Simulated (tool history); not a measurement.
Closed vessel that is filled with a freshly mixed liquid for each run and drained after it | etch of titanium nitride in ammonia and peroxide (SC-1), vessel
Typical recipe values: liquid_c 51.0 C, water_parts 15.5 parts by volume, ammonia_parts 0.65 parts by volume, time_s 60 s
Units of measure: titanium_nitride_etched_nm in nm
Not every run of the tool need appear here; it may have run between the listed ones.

run,hour,liquid_c,water_parts,ammonia_parts,time_s,"read-back film thickness of the titanium nitride reference wafer, read on the same gauge (nm)",titanium_nitride_etched_nm
1,0.0,51.0,15.5,0.65,60,70.01,5.54
2,36.4,51.0,15.5,0.65,60,70.03,5.51
3,100.9,51.0,15.5,0.65,60,69.98,5.52
4,234.2,51.0,11.0,0.85,60,70.01,6.84
5,289.7,51.0,11.0,0.85,60,69.98,6.81
6,329.9,51.0,11.0,0.85,60,69.97,6.80
7,369.7,51.0,15.5,0.65,80,69.97,7.20
8,396.5,51.0,15.5,0.65,60,70.07,5.40
9,422.1,51.0,15.5,0.80,60,70.03,5.59
10,479.0,51.0,15.5,0.80,60,69.95,5.61
11,506.1,51.0,15.5,0.65,60,70.00,5.41
# hour 539.7: new drum of ammonia solution connected
# hour 540.0: ammonia flow meter replaced
12,543.8,51.0,15.5,0.65,60,70.02,5.46
13,582.1,51.0,15.5,0.65,60,69.95,5.45
# hour 661.5: thermometer replaced
14,765.5,51.0,15.5,0.65,60,69.97,5.69
15,793.6,51.0,15.5,0.65,60,70.00,5.70
16,847.8,51.0,15.5,0.65,60,70.00,5.63
17,879.2,51.0,23.5,0.65,60,70.00,4.50
18,944.7,51.0,15.5,0.65,30,69.97,2.83
19,985.8,51.0,8.0,0.65,60,70.06,8.03
# hour 1096.3: new drum of ammonia solution connected
20,1134.9,45.0,8.0,0.35,30,69.94,2.33
21,1168.2,51.0,15.5,0.50,60,69.99,5.34
# hour 1195.4: gauge calibrated
22,1219.4,51.0,18.5,0.65,30,69.98,2.53
23,1269.8,51.0,15.5,0.65,60,69.97,5.55
24,1301.5,51.0,15.5,0.65,60,70.01,5.60
25,1332.4,51.0,15.5,0.80,60,69.97,5.76
26,1398.1,58.0,15.5,0.65,60,69.96,8.94
27,1452.9,43.5,20.0,0.65,60,69.93,2.84
28,1481.0,51.0,15.5,0.65,60,70.04,5.53
29,1545.2,51.0,12.5,0.65,60,69.98,6.21

For some of the steps in titanium_nitride_etched_nm from one run to the next: how much would appear even if the tool had no hidden state, given the settings, what came in and random variation, and how much remains for the hidden state plus any gauge scatter that the measured result and the result without hidden state don't share?
The tool's hidden condition here consists of: liquid colder than its thermometer reads (K); ammonia flow below the setpoint (%); ammonia solution weaker than its label (%); gauge reads high (%).
Run 13 -> 14: thermometer replaced. titanium_nitride_etched_nm +0.24 nm: hidden state +0.26, all else -0.02.
Run 19 -> 20: liquid_c 51.0 -> 45.0, ammonia_parts 0.65 -> 0.35, time_s 60 -> 30, new drum of ammonia solution connected. titanium_nitride_etched_nm -5.70 nm: hidden state +0.12, all else -5.82.
Run 26 -> 27: liquid_c 58.0 -> 43.5, water_parts 15.5 -> 20.0. titanium_nitride_etched_nm -6.10 nm: hidden state +0.24, all else -6.34.
